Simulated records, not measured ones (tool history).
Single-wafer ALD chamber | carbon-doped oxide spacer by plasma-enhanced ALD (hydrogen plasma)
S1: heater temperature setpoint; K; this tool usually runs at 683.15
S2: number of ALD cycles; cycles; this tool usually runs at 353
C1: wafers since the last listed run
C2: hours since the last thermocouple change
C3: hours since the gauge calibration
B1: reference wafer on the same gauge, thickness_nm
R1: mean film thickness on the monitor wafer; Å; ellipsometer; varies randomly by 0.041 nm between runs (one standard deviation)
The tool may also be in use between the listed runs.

| run | hour | S1 | S2 | C1 | C2 | C3 | B1 | R1 |
|---|---|---|---|---|---|---|---|---|
| 1 | 0.0 | 683.15 | 310 | 0 | 1052.5 | 2917.7 | 16.590 | 143.33 |
| 2 | 62.7 | 683.15 | 310 | 64 | 1115.2 | 2980.4 | 16.597 | 142.28 |
| 3 | 143.5 | 683.15 | 310 | 82 | 1196.0 | 3061.2 | 16.607 | 142.86 |
| 4 | 220.3 | 683.15 | 353 | 78 | 1272.8 | 3138.0 | 16.599 | 162.07 |
| 5 | 279.9 | 683.15 | 353 | 61 | 1332.4 | 3197.6 | 16.606 | 162.08 |
| 6 | 367.7 | 683.15 | 353 | 90 | 1420.2 | 3285.4 | 16.596 | 162.61 |
| 7 | 433.4 | 689.15 | 353 | 67 | 1485.9 | 3351.1 | 16.607 | 159.97 |
| 8 | 524.4 | 689.15 | 353 | 93 | 1576.9 | 3442.1 | 16.612 | 160.09 |
| 9 | 774.8 | 689.15 | 353 | 256 | 1827.3 | 3692.5 | 16.600 | 159.16 |
| 10 | 828.5 | 683.15 | 353 | 55 | 1881.0 | 3746.2 | 16.596 | 161.70 |
| 11 | 899.8 | 683.15 | 353 | 73 | 1952.3 | 3817.5 | 16.589 | 161.91 |
| 12 | 984.5 | 683.15 | 353 | 86 | 2037.0 | 3902.2 | 16.603 | 162.14 |
| 13 | 1089.4 | 692.15 | 353 | 107 | 2141.9 | 4007.1 | 16.595 | 158.18 |
|  | 1110.8 | gauge calibrated |
| 14 | 1151.2 | 692.15 | 353 | 63 | 2203.7 | 40.4 | 16.595 | 158.00 |
| 15 | 1233.4 | 692.15 | 353 | 84 | 2285.9 | 122.6 | 16.599 | 158.40 |
|  | 1260.5 | thermocouple changed; heater temperature recalibrated |
| 16 | 1302.5 | 676.15 | 353 | 62 | 42.0 | 191.7 | 16.590 | 167.09 |
| 17 | 1382.6 | 683.15 | 409 | 82 | 122.1 | 271.8 | 16.592 | 189.63 |
| 18 | 1428.3 | 683.15 | 409 | 46 | 167.8 | 317.5 | 16.611 | 188.85 |
| 19 | 1492.5 | 683.15 | 409 | 65 | 232.0 | 381.7 | 16.614 | 188.70 |
| 20 | 1567.4 | 683.15 | 353 | 76 | 306.9 | 456.6 | 16.583 | 163.07 |
| 21 | 1671.2 | 677.15 | 411 | 106 | 410.7 | 560.4 | 16.598 | 193.43 |
| 22 | 1751.2 | 683.15 | 353 | 82 | 490.7 | 640.4 | 16.618 | 162.25 |
| 23 | 1837.8 | 688.15 | 332 | 88 | 577.3 | 727.0 | 16.607 | 150.47 |
| 24 | 1944.0 | 683.15 | 353 | 108 | 683.5 | 833.2 | 16.597 | 162.56 |
| 25 | 2016.6 | 697.15 | 397 | 74 | 756.1 | 905.8 | 16.586 | 175.39 |
| 26 | 2124.1 | 676.15 | 409 | 110 | 863.6 | 1013.3 | 16.575 | 191.69 |
| 27 | 2186.7 | 678.15 | 330 | 64 | 926.2 | 1075.9 | 16.593 | 153.40 |
| 28 | 2228.1 | 683.15 | 353 | 42 | 967.6 | 1117.3 | 16.574 | 161.46 |
| 29 | 2281.4 | 697.15 | 353 | 54 | 1020.9 | 1170.6 | 16.605 | 155.77 |
| 30 | 2374.0 | 697.15 | 320 | 94 | 1113.5 | 1263.2 | 16.599 | 140.97 |
| 31 | 2424.6 | 674.15 | 334 | 51 | 1164.1 | 1313.8 | 16.600 | 156.76 |
| 32 | 2508.2 | 674.15 | 353 | 85 | 1247.7 | 1397.4 | 16.597 | 166.19 |
| 33 | 2609.6 | 697.15 | 381 | 103 | 1349.1 | 1498.8 | 16.619 | 167.68 |
| 34 | 2695.3 | 683.15 | 353 | 87 | 1434.8 | 1584.5 | 16.605 | 162.64 |
| 35 | 2745.7 | 691.15 | 297 | 51 | 1485.2 | 1634.9 | 16.603 | 133.23 |
| 36 | 2829.2 | 697.15 | 297 | 85 | 1568.7 | 1718.4 | 16.596 | 130.88 |
| 37 | 2892.8 | 683.15 | 289 | 65 | 1632.3 | 1782.0 | 16.626 | 132.15 |
| 38 | 3039.3 | 683.15 | 353 | 150 | 1778.8 | 1928.5 | 16.595 | 160.88 |
| 39 | 3126.8 | 683.15 | 353 | 89 | 1866.3 | 2016.0 | 16.599 | 161.40 |
| 40 | 3195.5 | 670.15 | 401 | 70 | 1935.0 | 2084.7 | 16.611 | 190.82 |
| 41 | 3375.8 | 697.15 | 313 | 184 | 2115.3 | 2265.0 | 16.604 | 137.42 |

Selected run-to-run steps in R1, each split into two signed amounts: the part the tool would show with no hidden state at all (from settings, incoming material and random variation), and the remainder, which goes to the hidden state together with any gauge scatter not common to the measured and the hidden-state-free results:
The hidden state here: wafer temperature above the value expected at the setpoint (K); gauge reads high (%).
Run 15 -> 16: S1 692.15 -> 676.15, thermocouple changed; heater temperature recalibrated. R1 +8.69 Å: hidden state +1.62, all else +7.07.
Run 21 -> 22: S1 677.15 -> 683.15, S2 411 -> 353. R1 -31.18 Å: hidden state +0.08, all else -31.26.
Run 26 -> 27: S1 676.15 -> 678.15, S2 409 -> 330. R1 -38.29 Å: hidden state +0.38, all else -38.67.
Run 37 -> 38: S2 289 -> 353. R1 +28.73 Å: hidden state -0.49, all else +29.22.
Run 39 -> 40: S1 683.15 -> 670.15, S2 353 -> 401. R1 +29.42 Å: hidden state +0.46, all else +28.96.
Run 40 -> 41: S1 670.15 -> 697.15, S2 401 -> 313. R1 -53.40 Å: hidden state -0.23, all else -53.17.
